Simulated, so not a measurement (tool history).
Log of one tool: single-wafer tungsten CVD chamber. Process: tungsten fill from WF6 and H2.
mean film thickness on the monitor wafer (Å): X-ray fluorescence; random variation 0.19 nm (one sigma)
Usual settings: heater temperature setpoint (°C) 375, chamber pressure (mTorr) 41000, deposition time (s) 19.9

run	hour	heater temperature setpoint (°C)	chamber pressure (mTorr)	deposition time (s)	wafers since the last listed run	hours since the last thermocouple change	hours since the last manometer calibration	hours since the showerhead was replaced	hours since the gauge calibration	read-back reference wafer on the same gauge, thickness_nm	mean film thickness on the monitor wafer (Å)
1	0	368	41000	19.9	0	1822.7	2702.3	3886.8	315.6	37.553	350.09
2	68.9	368	41000	19.9	3148	1891.6	2771.2	3955.7	384.5	37.504	347.62
3	153.7	375	41000	19.9	3875	1976.4	2856	4040.5	469.3	37.517	392.01
4	228.3	375	41000	19.9	3409	2051	2930.6	4115.1	543.9	37.478	393.5
5	423.5	375	41000	19.9	8920	2246.2	3125.8	4310.3	739.1	37.507	393.31
# hour 497.4: capacitance manometer re-zeroed and calibrated
# hour 505.1: showerhead replaced
6	505.6	375	41000	19.9	3034	2328.3	8.2	0.5	821.2	37.52	412.74
7	560.8	375	41000	19.9	2522	2383.5	63.4	55.7	876.4	37.515	416.51
8	597.8	386	41000	19.9	1690	2420.5	100.4	92.7	913.4	37.497	495.64
# hour 638: gauge calibrated
9	657.9	381	35800	19.9	2746	2480.6	160.5	152.8	19.9	37.498	431.85
10	735.5	375	41000	19.9	3546	2558.2	238.1	230.4	97.5	37.478	411.82
# hour 908.8: thermocouple changed; heater temperature recalibrated
11	1033.7	375	41000	16.2	13262	124.9	536.3	528.6	395.7	37.509	335.3
12	1123.4	375	41000	19.9	4099	214.6	626	618.3	485.4	37.509	413.28
13	1160.8	375	41000	16.2	1709	252	663.4	655.7	522.8	37.517	335.9
14	1199.5	365	41000	19.9	1768	290.7	702.1	694.4	561.5	37.491	342.18

What the log doesn't show, run by run:
wafer temperature above the value expected at the setpoint (K): 0 across all the runs
gauge reads high (%): 0 across all the runs
H1: true pressure above the setpoint (%)
run	H1
1	-7.89
2	-8.28
3	-8.77
4	-9.21
5	-10.4
6	-0.593
7	-0.597
8	-0.603
9	-0.619
10	-0.651
11	-0.887
12	-0.994
13	-1.04
14	-1.1

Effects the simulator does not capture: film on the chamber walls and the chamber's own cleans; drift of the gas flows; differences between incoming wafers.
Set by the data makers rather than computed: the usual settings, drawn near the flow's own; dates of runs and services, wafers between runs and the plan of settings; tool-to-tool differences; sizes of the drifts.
